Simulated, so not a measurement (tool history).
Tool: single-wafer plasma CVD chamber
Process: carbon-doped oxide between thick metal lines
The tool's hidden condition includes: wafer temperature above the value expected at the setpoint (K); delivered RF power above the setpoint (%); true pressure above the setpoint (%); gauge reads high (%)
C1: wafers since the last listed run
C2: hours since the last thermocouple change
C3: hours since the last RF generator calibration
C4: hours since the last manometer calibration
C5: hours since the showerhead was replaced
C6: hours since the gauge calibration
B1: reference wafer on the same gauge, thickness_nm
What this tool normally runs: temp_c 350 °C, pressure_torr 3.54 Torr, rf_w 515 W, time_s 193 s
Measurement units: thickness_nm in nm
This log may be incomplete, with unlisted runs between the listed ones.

run 1 hour=0.0 | temp_c=350 pressure_torr=3.54 rf_w=440 time_s=193 | C1=0 C2=511.2 C3=423.2 C4=1692.5 C5=5613.5 C6=586.2 | B1=1017.297 | thickness_nm=760.485
run 2 hour=65.4 | temp_c=350 pressure_torr=3.54 rf_w=515 time_s=205 | C1=676 C2=576.6 C3=488.6 C4=1757.9 C5=5678.9 C6=651.6 | B1=1017.550 | thickness_nm=961.294
run 3 hour=126.0 | temp_c=350 pressure_torr=3.54 rf_w=515 time_s=205 | C1=626 C2=637.2 C3=549.2 C4=1818.5 C5=5739.5 C6=712.2 | B1=1017.388 | thickness_nm=970.797
run 4 hour=173.3 | temp_c=350 pressure_torr=3.54 rf_w=515 time_s=174 | C1=489 C2=684.5 C3=596.5 C4=1865.8 C5=5786.8 C6=759.5 | B1=1020.632 | thickness_nm=815.084
run 5 hour=221.0 | temp_c=350 pressure_torr=3.81 rf_w=585 time_s=193 | C1=493 C2=732.2 C3=644.2 C4=1913.5 C5=5834.5 C6=807.2 | B1=1019.158 | thickness_nm=1028.058
run 6 hour=278.0 | temp_c=350 pressure_torr=3.81 rf_w=585 time_s=193 | C1=589 C2=789.2 C3=701.2 C4=1970.5 C5=5891.5 C6=864.2 | B1=1020.366 | thickness_nm=1019.743
run 7 hour=321.6 | temp_c=350 pressure_torr=3.81 rf_w=585 time_s=193 | C1=451 C2=832.8 C3=744.8 C4=2014.1 C5=5935.1 C6=907.8 | B1=1016.549 | thickness_nm=1026.041
run 8 hour=378.7 | temp_c=350 pressure_torr=3.27 rf_w=515 time_s=193 | C1=590 C2=889.9 C3=801.9 C4=2071.2 C5=5992.2 C6=964.9 | B1=1018.128 | thickness_nm=895.620
run 9 hour=433.0 | temp_c=350 pressure_torr=3.27 rf_w=515 time_s=193 | C1=561 C2=944.2 C3=856.2 C4=2125.5 C5=6046.5 C6=1019.2 | B1=1020.331 | thickness_nm=893.674
-- hour=444.7 gauge calibrated
run 10 hour=458.8 | temp_c=350 pressure_torr=3.54 rf_w=515 time_s=193 | C1=266 C2=970.0 C3=882.0 C4=2151.3 C5=6072.3 C6=14.1 | B1=1017.092 | thickness_nm=895.478
run 11 hour=485.0 | temp_c=350 pressure_torr=3.54 rf_w=515 time_s=193 | C1=271 C2=996.2 C3=908.2 C4=2177.5 C5=6098.5 C6=40.3 | B1=1017.101 | thickness_nm=892.298
run 12 hour=544.0 | temp_c=350 pressure_torr=3.54 rf_w=515 time_s=193 | C1=610 C2=1055.2 C3=967.2 C4=2236.5 C5=6157.5 C6=99.3 | B1=1021.063 | thickness_nm=895.806
-- hour=614.6 thermocouple changed; heater temperature recalibrated
-- hour=623.0 capacitance manometer re-zeroed and calibrated
run 13 hour=623.5 | temp_c=359 pressure_torr=2.90 rf_w=415 time_s=178 | C1=656 C2=8.9 C3=1046.7 C4=0.5 C5=6237.0 C6=178.8 | B1=1017.911 | thickness_nm=605.060
-- hour=661.6 showerhead replaced
run 14 hour=666.4 | temp_c=338 pressure_torr=4.26 rf_w=595 time_s=210 | C1=361 C2=51.8 C3=1089.6 C4=43.4 C5=4.8 C6=221.7 | B1=1020.249 | thickness_nm=1151.948
-- hour=711.1 RF generator calibrated
run 15 hour=865.9 | temp_c=362 pressure_torr=3.54 rf_w=515 time_s=224 | C1=1981 C2=251.3 C3=154.8 C4=242.9 C5=204.3 C6=421.2 | B1=1018.865 | thickness_nm=1029.345
run 16 hour=903.4 | temp_c=337 pressure_torr=2.76 rf_w=615 time_s=162 | C1=387 C2=288.8 C3=192.3 C4=280.4 C5=241.8 C6=458.7 | B1=1020.513 | thickness_nm=929.884
run 17 hour=945.6 | temp_c=350 pressure_torr=3.54 rf_w=600 time_s=193 | C1=436 C2=331.0 C3=234.5 C4=322.6 C5=284.0 C6=500.9 | B1=1018.013 | thickness_nm=1059.663
run 18 hour=983.6 | temp_c=337 pressure_torr=3.24 rf_w=515 time_s=193 | C1=393 C2=369.0 C3=272.5 C4=360.6 C5=322.0 C6=538.9 | B1=1018.617 | thickness_nm=948.775
run 19 hour=1034.4 | temp_c=350 pressure_torr=3.80 rf_w=515 time_s=161 | C1=525 C2=419.8 C3=323.3 C4=411.4 C5=372.8 C6=589.7 | B1=1018.328 | thickness_nm=764.485
run 20 hour=1184.0 | temp_c=337 pressure_torr=2.76 rf_w=615 time_s=162 | C1=1547 C2=569.4 C3=472.9 C4=561.0 C5=522.4 C6=739.3 | B1=1017.602 | thickness_nm=923.555
run 21 hour=1236.7 | temp_c=350 pressure_torr=3.54 rf_w=515 time_s=193 | C1=545 C2=622.1 C3=525.6 C4=613.7 C5=575.1 C6=792.0 | B1=1021.646 | thickness_nm=910.873

Here are 5 independent what-if runs from the current tool condition. What would each one return?
run A hour=1237.2 | temp_c=350 pressure_torr=3.54 rf_w=515 time_s=160 | C1=5 C2=622.6 C3=526.1 C4=614.2 C5=575.6 C6=792.5 | B1=? | thickness_nm=?
run B hour=1237.2 | temp_c=358 pressure_torr=3.54 rf_w=620 time_s=213 | C1=5 C2=622.6 C3=526.1 C4=614.2 C5=575.6 C6=792.5 | B1=? | thickness_nm=?
run C hour=1237.2 | temp_c=361 pressure_torr=3.54 rf_w=560 time_s=180 | C1=5 C2=622.6 C3=526.1 C4=614.2 C5=575.6 C6=792.5 | B1=? | thickness_nm=?
run D hour=1237.2 | temp_c=338 pressure_torr=3.12 rf_w=515 time_s=214 | C1=5 C2=622.6 C3=526.1 C4=614.2 C5=575.6 C6=792.5 | B1=? | thickness_nm=?
run E hour=1237.2 | temp_c=361 pressure_torr=3.54 rf_w=415 time_s=193 | C1=5 C2=622.6 C3=526.1 C4=614.2 C5=575.6 C6=792.5 | B1=? | thickness_nm=?

run=A B1=1018.882 thickness_nm=751.028
run=B B1=1018.882 thickness_nm=1156.466
run=C B1=1018.882 thickness_nm=887.586
run=D B1=1018.882 thickness_nm=1033.255
run=E B1=1018.882 thickness_nm=676.991
With the hidden condition removed and each run's random variation left untouched, the same runs would have given:
run=A thickness_nm=769.286
run=B thickness_nm=1182.776
run=C thickness_nm=908.377
run=D thickness_nm=1058.375
run=E thickness_nm=697.318
